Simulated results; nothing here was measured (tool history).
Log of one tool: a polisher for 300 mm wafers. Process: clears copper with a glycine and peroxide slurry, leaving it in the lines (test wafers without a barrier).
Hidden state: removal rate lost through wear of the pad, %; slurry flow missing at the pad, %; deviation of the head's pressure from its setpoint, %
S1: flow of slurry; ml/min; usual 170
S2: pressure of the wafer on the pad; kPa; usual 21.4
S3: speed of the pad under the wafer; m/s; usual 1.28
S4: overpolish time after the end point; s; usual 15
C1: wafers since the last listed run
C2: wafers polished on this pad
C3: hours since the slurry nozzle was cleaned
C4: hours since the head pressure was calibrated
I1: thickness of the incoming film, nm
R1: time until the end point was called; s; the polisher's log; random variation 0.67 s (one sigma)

run   hour   S1    S2    S3  S4   C1   C2     C3     C4     I1    R1
  1    0.0  170  17.2  1.28  15    0  253  235.5  643.2  470.9  69.0
  2   13.7  170  17.2  1.28  15   80  333  249.2  656.9  474.7  68.6
  3   23.5  170  21.4  1.28  15   57  391  259.0  666.7  474.9  59.1
  4   40.2  170  21.4  1.28  15   97  489  275.7  683.4  470.5  59.3
  5   47.2  170  25.5  1.28  15   41  530  282.7  690.4  463.8  50.7
  6   59.3  170  21.4  1.28  15   70  601  294.8  702.5  461.1  58.9
  7   69.4  170  21.4  1.28  15   59  660  304.9  712.6  466.9  58.5
      75.0  -- head pressure recalibrated
  8   76.8  170  21.4  1.28  15   31  692  312.3    1.8  466.2  59.0
  9   89.6  170  21.4  1.28  15   75  767  325.1   14.6  470.0  60.2
 10  104.1  135  21.4  1.28  15   84  852  339.6   29.1  470.6  62.8
     115.5  -- worn pad replaced by a new one
     116.7  -- slurry nozzle cleaned
 11  117.9  170  21.4  1.28  15   51    8    1.2   42.9  465.6  54.9
 12  124.3  170  21.4  1.28  15   37   45    7.6   49.3  468.7  54.7
 13  131.4  170  21.4  0.88  15   41   87   14.7   56.4  471.9  77.9
 14  149.3  170  21.4  0.96   8  104  192   32.6   74.3  472.7  71.9
 15  165.1  120  21.4  1.16  15   92  285   48.4   90.1  470.3  65.1
 16  182.4  115  21.4  1.28  24  101  386   65.7  107.4  465.2  60.5
 17  235.3  170  21.4  1.28  10  310  696  118.6  160.3  474.2  58.0
 18  247.9  115  24.1  0.96   6   73  770  131.2  172.9  475.6  73.6

5 ways to go on from here, each from the tool as it stands after run 18. What would each give?
  A  248.3  170  21.4  1.28  15   2  772  131.6  173.3  474.0   ?
  B  248.3  195  21.4  1.28  15   2  772  131.6  173.3  474.0   ?
  C  248.3  170  19.3  1.28  11   2  772  131.6  173.3  474.0   ?
  D  248.3  195  23.4  1.14   9   2  772  131.6  173.3  474.0   ?
  E  248.3  170  21.4  1.28   8   2  772  131.6  173.3  474.0   ?

run    R1
  A  57.6
  B  56.4
  C  61.9
  D  58.3
  E  57.6
Without the tool's hidden state the same runs would have given:
run    R1
  A  56.3
  B  55.2
  C  60.5
  D  57.1
  E  56.3
